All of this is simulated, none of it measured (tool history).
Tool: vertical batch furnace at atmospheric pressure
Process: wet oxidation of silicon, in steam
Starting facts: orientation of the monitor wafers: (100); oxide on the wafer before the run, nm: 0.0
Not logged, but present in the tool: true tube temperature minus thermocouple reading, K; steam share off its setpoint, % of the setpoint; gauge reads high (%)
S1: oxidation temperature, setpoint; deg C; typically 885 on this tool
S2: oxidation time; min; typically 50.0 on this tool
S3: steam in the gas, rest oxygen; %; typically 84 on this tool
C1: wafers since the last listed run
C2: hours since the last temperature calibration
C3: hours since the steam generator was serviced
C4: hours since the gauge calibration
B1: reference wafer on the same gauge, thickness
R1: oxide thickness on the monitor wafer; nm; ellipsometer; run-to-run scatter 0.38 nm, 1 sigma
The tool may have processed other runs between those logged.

{"run": 1, "day": 0.0, "S1": 885, "S2": 50.0, "S3": 84, "C1": 0, "C2": 3723.9, "C3": 3550.4, "C4": 308.3, "B1": 93.8, "R1": 87.74}
{"run": 2, "day": 0.646, "S1": 885, "S2": 50.0, "S3": 84, "C1": 297, "C2": 3739.4, "C3": 3565.9, "C4": 323.8, "B1": 93.7, "R1": 87.52}
{"run": 3, "day": 2.112, "S1": 885, "S2": 50.0, "S3": 84, "C1": 675, "C2": 3774.6, "C3": 3601.1, "C4": 359.0, "B1": 93.91, "R1": 88.07}
{"run": 4, "day": 3.171, "S1": 885, "S2": 50.0, "S3": 84, "C1": 487, "C2": 3800.0, "C3": 3626.5, "C4": 384.4, "B1": 93.95, "R1": 88.54}
{"run": 5, "day": 3.688, "S1": 885, "S2": 50.0, "S3": 84, "C1": 237, "C2": 3812.4, "C3": 3638.9, "C4": 396.8, "B1": 93.79, "R1": 88.1}
{"run": 6, "day": 4.446, "S1": 885, "S2": 50.0, "S3": 84, "C1": 349, "C2": 3830.6, "C3": 3657.1, "C4": 415.0, "B1": 93.75, "R1": 88.4}
{"run": 7, "day": 5.504, "S1": 885, "S2": 50.0, "S3": 76, "C1": 487, "C2": 3856.0, "C3": 3682.5, "C4": 440.4, "B1": 93.94, "R1": 80.15}
{"run": 8, "day": 6.838, "S1": 885, "S2": 50.0, "S3": 76, "C1": 613, "C2": 3888.0, "C3": 3714.5, "C4": 472.4, "B1": 93.63, "R1": 80.13}
{"run": 9, "day": 7.425, "S1": 905, "S2": 50.0, "S3": 84, "C1": 270, "C2": 3902.1, "C3": 3728.6, "C4": 486.5, "B1": 93.91, "R1": 119.28}
{"run": 10, "day": 8.546, "S1": 885, "S2": 50.0, "S3": 84, "C1": 515, "C2": 3929.0, "C3": 3755.5, "C4": 513.4, "B1": 93.77, "R1": 88.17}
{"run": 11, "day": 9.125, "S1": 885, "S2": 50.0, "S3": 84, "C1": 266, "C2": 3942.9, "C3": 3769.4, "C4": 527.3, "B1": 93.79, "R1": 88.02}
{"run": 12, "day": 10.383, "S1": 885, "S2": 50.0, "S3": 84, "C1": 579, "C2": 3973.1, "C3": 3799.6, "C4": 557.5, "B1": 93.95, "R1": 88.0}
{"run": 13, "day": 11.554, "S1": 885, "S2": 50.0, "S3": 84, "C1": 538, "C2": 4001.2, "C3": 3827.7, "C4": 585.6, "B1": 93.89, "R1": 88.79}
{"run": 14, "day": 12.475, "S1": 885, "S2": 50.0, "S3": 84, "C1": 423, "C2": 4023.3, "C3": 3849.8, "C4": 607.7, "B1": 93.59, "R1": 87.96}
{"run": 15, "day": 13.108, "S1": 885, "S2": 50.0, "S3": 74, "C1": 291, "C2": 4038.5, "C3": 3865.0, "C4": 622.9, "B1": 93.79, "R1": 77.63}
{"run": 16, "day": 13.862, "S1": 863, "S2": 31.0, "S3": 84, "C1": 347, "C2": 4056.6, "C3": 3883.1, "C4": 641.0, "B1": 93.92, "R1": 38.4}
{"day": 15.362, "done": "thermocouples replaced and temperature profile calibrated"}
{"day": 15.754, "done": "steam generator serviced"}
{"run": 17, "day": 15.775, "S1": 909, "S2": 50.0, "S3": 84, "C1": 239, "C2": 9.9, "C3": 0.5, "C4": 686.9, "B1": 93.74, "R1": 126.5}
{"run": 18, "day": 15.988, "S1": 885, "S2": 50.0, "S3": 94, "C1": 97, "C2": 15.0, "C3": 5.6, "C4": 692.0, "B1": 93.82, "R1": 97.51}
{"day": 16.229, "done": "gauge calibrated"}
{"run": 19, "day": 17.417, "S1": 885, "S2": 60.5, "S3": 84, "C1": 657, "C2": 49.3, "C3": 39.9, "C4": 28.5, "B1": 93.87, "R1": 105.38}
{"run": 20, "day": 18.65, "S1": 885, "S2": 50.0, "S3": 89, "C1": 567, "C2": 78.9, "C3": 69.5, "C4": 58.1, "B1": 93.76, "R1": 92.88}
{"run": 21, "day": 19.471, "S1": 867, "S2": 50.0, "S3": 77, "C1": 377, "C2": 98.6, "C3": 89.2, "C4": 77.8, "B1": 93.73, "R1": 60.45}
{"run": 22, "day": 20.446, "S1": 885, "S2": 50.0, "S3": 84, "C1": 448, "C2": 122.0, "C3": 112.6, "C4": 101.2, "B1": 93.8, "R1": 88.2}

Run 23 is up next; what results do you expect?
{"run": 23, "day": 21.888, "S1": 878, "S2": 50.0, "S3": 80, "C1": 663, "C2": 156.6, "C3": 147.2, "C4": 135.8, "B1": "?", "R1": "?"}

{"run 23": {"B1": 93.71, "R1": 75.23}}
Without the tool's hidden state the same run would have given R1 75.23 nm.

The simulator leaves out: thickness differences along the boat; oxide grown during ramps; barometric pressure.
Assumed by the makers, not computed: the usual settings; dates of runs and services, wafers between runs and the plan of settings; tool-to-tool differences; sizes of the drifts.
